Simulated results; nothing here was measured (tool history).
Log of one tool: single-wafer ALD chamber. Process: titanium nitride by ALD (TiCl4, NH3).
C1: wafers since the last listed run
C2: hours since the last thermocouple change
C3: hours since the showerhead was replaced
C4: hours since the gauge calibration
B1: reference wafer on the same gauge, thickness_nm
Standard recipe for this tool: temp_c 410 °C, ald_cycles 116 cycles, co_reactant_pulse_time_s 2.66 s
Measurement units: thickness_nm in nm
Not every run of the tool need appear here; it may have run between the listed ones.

Run 1, hour 0.0: usual settings; C1 0; C2 344.1; C3 6559.1; C4 603.3; B1 2.220. Result: thickness_nm 2.672 nm.
Run 2, hour 57.2: usual settings; C1 74; C2 401.3; C3 6616.3; C4 660.5; B1 2.221. Result: thickness_nm 2.670 nm.
Run 3, hour 83.8: usual settings; C1 34; C2 427.9; C3 6642.9; C4 687.1; B1 2.220. Result: thickness_nm 2.670 nm.
Run 4, hour 280.6: usual settings but co_reactant_pulse_time_s 3.04 s; C1 257; C2 624.7; C3 6839.7; C4 883.9; B1 2.221. Result: thickness_nm 2.683 nm.
Run 5, hour 326.6: usual settings but co_reactant_pulse_time_s 3.03 s; C1 60; C2 670.7; C3 6885.7; C4 929.9; B1 2.219. Result: thickness_nm 2.682 nm.
Run 6, hour 354.1: usual settings but ald_cycles 109 cycles, co_reactant_pulse_time_s 1.86 s; C1 36; C2 698.2; C3 6913.2; C4 957.4; B1 2.220. Result: thickness_nm 2.458 nm.
Run 7, hour 423.1: usual settings but ald_cycles 109 cycles, co_reactant_pulse_time_s 1.86 s; C1 90; C2 767.2; C3 6982.2; C4 1026.4; B1 2.220. Result: thickness_nm 2.441 nm.
Run 8, hour 472.1: usual settings but ald_cycles 109 cycles, co_reactant_pulse_time_s 1.86 s; C1 64; C2 816.2; C3 7031.2; C4 1075.4; B1 2.219. Result: thickness_nm 2.433 nm.
Run 9, hour 504.1: usual settings but co_reactant_pulse_time_s 2.04 s; C1 41; C2 848.2; C3 7063.2; C4 1107.4; B1 2.219. Result: thickness_nm 2.620 nm.
At hour 527.3: thermocouple changed; heater temperature recalibrated.
Run 10, hour 548.5: usual settings but co_reactant_pulse_time_s 2.04 s; C1 47; C2 21.2; C3 7107.6; C4 1151.8; B1 2.220. Result: thickness_nm 2.608 nm.
Run 11, hour 599.0: usual settings but co_reactant_pulse_time_s 2.04 s; C1 66; C2 71.7; C3 7158.1; C4 1202.3; B1 2.219. Result: thickness_nm 2.623 nm.
At hour 608.5: gauge calibrated.
Run 12, hour 626.7: usual settings; C1 36; C2 99.4; C3 7185.8; C4 18.2; B1 2.220. Result: thickness_nm 2.670 nm.
Run 13, hour 685.4: usual settings; C1 76; C2 158.1; C3 7244.5; C4 76.9; B1 2.221. Result: thickness_nm 2.662 nm.
Run 14, hour 741.4: usual settings; C1 73; C2 214.1; C3 7300.5; C4 132.9; B1 2.220. Result: thickness_nm 2.666 nm.
At hour 854.2: showerhead replaced.
Run 15, hour 946.1: usual settings but temp_c 397 °C, ald_cycles 125 cycles, co_reactant_pulse_time_s 2.21 s; C1 257; C2 418.8; C3 91.9; C4 337.6; B1 2.221. Result: thickness_nm 2.821 nm.
Run 16, hour 1056.3: usual settings; C1 144; C2 529.0; C3 202.1; C4 447.8; B1 2.218. Result: thickness_nm 2.669 nm.
Run 17, hour 1119.0: usual settings but temp_c 419 °C, co_reactant_pulse_time_s 3.60 s; C1 82; C2 591.7; C3 264.8; C4 510.5; B1 2.221. Result: thickness_nm 2.699 nm.
Run 18, hour 1149.5: usual settings but co_reactant_pulse_time_s 3.56 s; C1 39; C2 622.2; C3 295.3; C4 541.0; B1 2.220. Result: thickness_nm 2.694 nm.
Run 19, hour 1197.2: usual settings but temp_c 418 °C, ald_cycles 133 cycles; C1 62; C2 669.9; C3 343.0; C4 588.7; B1 2.221. Result: thickness_nm 3.071 nm.
Run 20, hour 1261.0: usual settings; C1 83; C2 733.7; C3 406.8; C4 652.5; B1 2.220. Result: thickness_nm 2.678 nm.
Run 21, hour 1296.2: usual settings but ald_cycles 134 cycles, co_reactant_pulse_time_s 1.90 s; C1 46; C2 768.9; C3 442.0; C4 687.7; B1 2.220. Result: thickness_nm 3.014 nm.
Run 22, hour 1343.1: usual settings but temp_c 417 °C; C1 61; C2 815.8; C3 488.9; C4 734.6; B1 2.221. Result: thickness_nm 2.667 nm.
Run 23, hour 1381.3: usual settings but temp_c 424 °C, ald_cycles 108 cycles, co_reactant_pulse_time_s 2.23 s; C1 50; C2 854.0; C3 527.1; C4 772.8; B1 2.219. Result: thickness_nm 2.473 nm.
At hour 1412.3: thermocouple changed; heater temperature recalibrated.
Run 24, hour 1412.8: usual settings but temp_c 403 °C, ald_cycles 128 cycles; C1 30; C2 0.5; C3 558.6; C4 804.3; B1 2.221. Result: thickness_nm 2.940 nm.
Run 25, hour 1479.0: usual settings but co_reactant_pulse_time_s 2.33 s; C1 86; C2 66.7; C3 624.8; C4 870.5; B1 2.221. Result: thickness_nm 2.644 nm.
Run 26, hour 1558.3: usual settings; C1 103; C2 146.0; C3 704.1; C4 949.8; B1 2.221. Result: thickness_nm 2.667 nm.
Run 27, hour 1614.4: usual settings but temp_c 402 °C, ald_cycles 96 cycles, co_reactant_pulse_time_s 1.74 s; C1 73; C2 202.1; C3 760.2; C4 1005.9; B1 2.220. Result: thickness_nm 2.127 nm.
At hour 1615.7: gauge calibrated.
Run 28, hour 1673.2: usual settings but temp_c 397 °C, ald_cycles 135 cycles, co_reactant_pulse_time_s 3.54 s; C1 77; C2 260.9; C3 819.0; C4 57.5; B1 2.221. Result: thickness_nm 3.127 nm.

Across each entry between runs, compare the hidden state at the last listed run before it with the hidden state at the first listed run after it:
Runs 9 to 10: thermocouple changed; heater temperature recalibrated (hour 527.3)
  both runs share identical hidden conditions
Runs 11 to 12: gauge calibrated (hour 608.5)
  both runs share identical hidden conditions
Runs 14 to 15: showerhead replaced (hour 854.2)
  both runs share identical hidden conditions
Runs 23 to 24: thermocouple changed; heater temperature recalibrated (hour 1412.3)
  both runs share identical hidden conditions
Runs 27 to 28: gauge calibrated (hour 1615.7)
  both runs share identical hidden conditions

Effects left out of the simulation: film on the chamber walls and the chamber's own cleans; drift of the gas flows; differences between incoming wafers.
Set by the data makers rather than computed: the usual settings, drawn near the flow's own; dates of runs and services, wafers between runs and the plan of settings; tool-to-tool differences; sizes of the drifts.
